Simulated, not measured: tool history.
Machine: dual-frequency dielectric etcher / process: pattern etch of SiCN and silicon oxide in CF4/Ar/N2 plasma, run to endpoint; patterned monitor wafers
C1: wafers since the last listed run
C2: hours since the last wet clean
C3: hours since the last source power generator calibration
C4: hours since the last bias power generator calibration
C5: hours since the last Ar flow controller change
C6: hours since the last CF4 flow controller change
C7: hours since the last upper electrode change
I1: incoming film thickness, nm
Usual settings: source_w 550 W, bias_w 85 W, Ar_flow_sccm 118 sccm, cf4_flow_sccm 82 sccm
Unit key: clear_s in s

{"run": 1, "hour": 0.0, "source_w": 550, "bias_w": 80, "Ar_flow_sccm": 138, "cf4_flow_sccm": 82, "C1": 0, "C2": 314.6, "C3": 3840.8, "C4": 37.0, "C5": 59.3, "C6": 195.0, "C7": 4032.5, "I1": 8.57, "clear_s": 9.1}
{"run": 2, "hour": 27.8, "source_w": 550, "bias_w": 85, "Ar_flow_sccm": 118, "cf4_flow_sccm": 82, "C1": 526, "C2": 342.4, "C3": 3868.6, "C4": 64.8, "C5": 87.1, "C6": 222.8, "C7": 4060.3, "I1": 8.68, "clear_s": 8.6}
{"hour": 57.6, "done": "upper electrode replaced"}
{"run": 3, "hour": 58.1, "source_w": 610, "bias_w": 85, "Ar_flow_sccm": 100, "cf4_flow_sccm": 96, "C1": 119, "C2": 372.7, "C3": 3898.9, "C4": 95.1, "C5": 117.4, "C6": 253.1, "C7": 0.5, "I1": 8.57, "clear_s": 7.1}
{"hour": 66.0, "done": "source power generator calibrated"}
{"run": 4, "hour": 78.8, "source_w": 610, "bias_w": 94, "Ar_flow_sccm": 118, "cf4_flow_sccm": 102, "C1": 316, "C2": 393.4, "C3": 12.8, "C4": 115.8, "C5": 138.1, "C6": 273.8, "C7": 21.2, "I1": 8.6, "clear_s": 6.9}
{"hour": 113.9, "done": "wet clean of the chamber"}
{"run": 5, "hour": 114.4, "source_w": 630, "bias_w": 93, "Ar_flow_sccm": 135, "cf4_flow_sccm": 82, "C1": 219, "C2": 0.5, "C3": 48.4, "C4": 151.4, "C5": 173.7, "C6": 309.4, "C7": 56.8, "I1": 8.66, "clear_s": 7.0}
{"run": 6, "hour": 116.6, "source_w": 550, "bias_w": 67, "Ar_flow_sccm": 106, "cf4_flow_sccm": 82, "C1": 41, "C2": 2.7, "C3": 50.6, "C4": 153.6, "C5": 175.9, "C6": 311.6, "C7": 59.0, "I1": 8.65, "clear_s": 9.1}
{"run": 7, "hour": 144.2, "source_w": 550, "bias_w": 80, "Ar_flow_sccm": 138, "cf4_flow_sccm": 82, "C1": 522, "C2": 30.3, "C3": 78.2, "C4": 181.2, "C5": 203.5, "C6": 339.2, "C7": 86.6, "I1": 8.6, "clear_s": 8.7}
{"run": 8, "hour": 166.4, "source_w": 550, "bias_w": 65, "Ar_flow_sccm": 139, "cf4_flow_sccm": 75, "C1": 420, "C2": 52.5, "C3": 100.4, "C4": 203.4, "C5": 225.7, "C6": 361.4, "C7": 108.8, "I1": 8.62, "clear_s": 10.1}
{"run": 9, "hour": 193.2, "source_w": 490, "bias_w": 85, "Ar_flow_sccm": 118, "cf4_flow_sccm": 69, "C1": 507, "C2": 79.3, "C3": 127.2, "C4": 230.2, "C5": 252.5, "C6": 388.2, "C7": 135.6, "I1": 8.65, "clear_s": 9.7}
{"run": 10, "hour": 205.6, "source_w": 550, "bias_w": 75, "Ar_flow_sccm": 118, "cf4_flow_sccm": 82, "C1": 234, "C2": 91.7, "C3": 139.6, "C4": 242.6, "C5": 264.9, "C6": 400.6, "C7": 148.0, "I1": 8.57, "clear_s": 8.9}
{"run": 11, "hour": 226.7, "source_w": 550, "bias_w": 69, "Ar_flow_sccm": 118, "cf4_flow_sccm": 82, "C1": 399, "C2": 112.8, "C3": 160.7, "C4": 263.7, "C5": 286.0, "C6": 421.7, "C7": 169.1, "I1": 8.56, "clear_s": 9.2}
{"run": 12, "hour": 251.8, "source_w": 630, "bias_w": 85, "Ar_flow_sccm": 118, "cf4_flow_sccm": 70, "C1": 475, "C2": 137.9, "C3": 185.8, "C4": 288.8, "C5": 311.1, "C6": 446.8, "C7": 194.2, "I1": 8.51, "clear_s": 7.3}
{"run": 13, "hour": 273.0, "source_w": 600, "bias_w": 77, "Ar_flow_sccm": 92, "cf4_flow_sccm": 66, "C1": 401, "C2": 159.1, "C3": 207.0, "C4": 310.0, "C5": 332.3, "C6": 468.0, "C7": 215.4, "I1": 8.54, "clear_s": 7.6}
{"run": 14, "hour": 308.7, "source_w": 550, "bias_w": 85, "Ar_flow_sccm": 118, "cf4_flow_sccm": 82, "C1": 675, "C2": 194.8, "C3": 242.7, "C4": 345.7, "C5": 368.0, "C6": 503.7, "C7": 251.1, "I1": 8.55, "clear_s": 8.3}
{"run": 15, "hour": 341.9, "source_w": 550, "bias_w": 74, "Ar_flow_sccm": 118, "cf4_flow_sccm": 99, "C1": 628, "C2": 228.0, "C3": 275.9, "C4": 378.9, "C5": 401.2, "C6": 536.9, "C7": 284.3, "I1": 8.57, "clear_s": 8.7}
{"run": 16, "hour": 361.2, "source_w": 550, "bias_w": 85, "Ar_flow_sccm": 118, "cf4_flow_sccm": 82, "C1": 365, "C2": 247.3, "C3": 295.2, "C4": 398.2, "C5": 420.5, "C6": 556.2, "C7": 303.6, "I1": 8.54, "clear_s": 8.4}
{"run": 17, "hour": 388.8, "source_w": 550, "bias_w": 85, "Ar_flow_sccm": 118, "cf4_flow_sccm": 82, "C1": 522, "C2": 274.9, "C3": 322.8, "C4": 425.8, "C5": 448.1, "C6": 583.8, "C7": 331.2, "I1": 8.49, "clear_s": 8.4}
{"run": 18, "hour": 414.3, "source_w": 550, "bias_w": 85, "Ar_flow_sccm": 118, "cf4_flow_sccm": 82, "C1": 482, "C2": 300.4, "C3": 348.3, "C4": 451.3, "C5": 473.6, "C6": 609.3, "C7": 356.7, "I1": 8.6, "clear_s": 8.5}
{"run": 19, "hour": 445.6, "source_w": 550, "bias_w": 85, "Ar_flow_sccm": 118, "cf4_flow_sccm": 82, "C1": 592, "C2": 331.7, "C3": 379.6, "C4": 482.6, "C5": 504.9, "C6": 640.6, "C7": 388.0, "I1": 8.64, "clear_s": 8.5}
{"run": 20, "hour": 465.6, "source_w": 500, "bias_w": 85, "Ar_flow_sccm": 126, "cf4_flow_sccm": 97, "C1": 378, "C2": 351.7, "C3": 399.6, "C4": 502.6, "C5": 524.9, "C6": 660.6, "C7": 408.0, "I1": 8.6, "clear_s": 9.5}
{"run": 21, "hour": 494.7, "source_w": 610, "bias_w": 65, "Ar_flow_sccm": 99, "cf4_flow_sccm": 97, "C1": 550, "C2": 380.8, "C3": 428.7, "C4": 531.7, "C5": 554.0, "C6": 689.7, "C7": 437.1, "I1": 8.52, "clear_s": 8.1}

For run 22, what comes out?
{"run": 22, "hour": 525.8, "source_w": 550, "bias_w": 66, "Ar_flow_sccm": 118, "cf4_flow_sccm": 82, "C1": 588, "C2": 411.9, "C3": 459.8, "C4": 562.8, "C5": 585.1, "C6": 720.8, "C7": 468.2, "I1": 8.47, "clear_s": "?"}

Run 22 came out at clear_s 9.7 s.
Without the tool's hidden state the same run would have given clear_s 9.2 s.
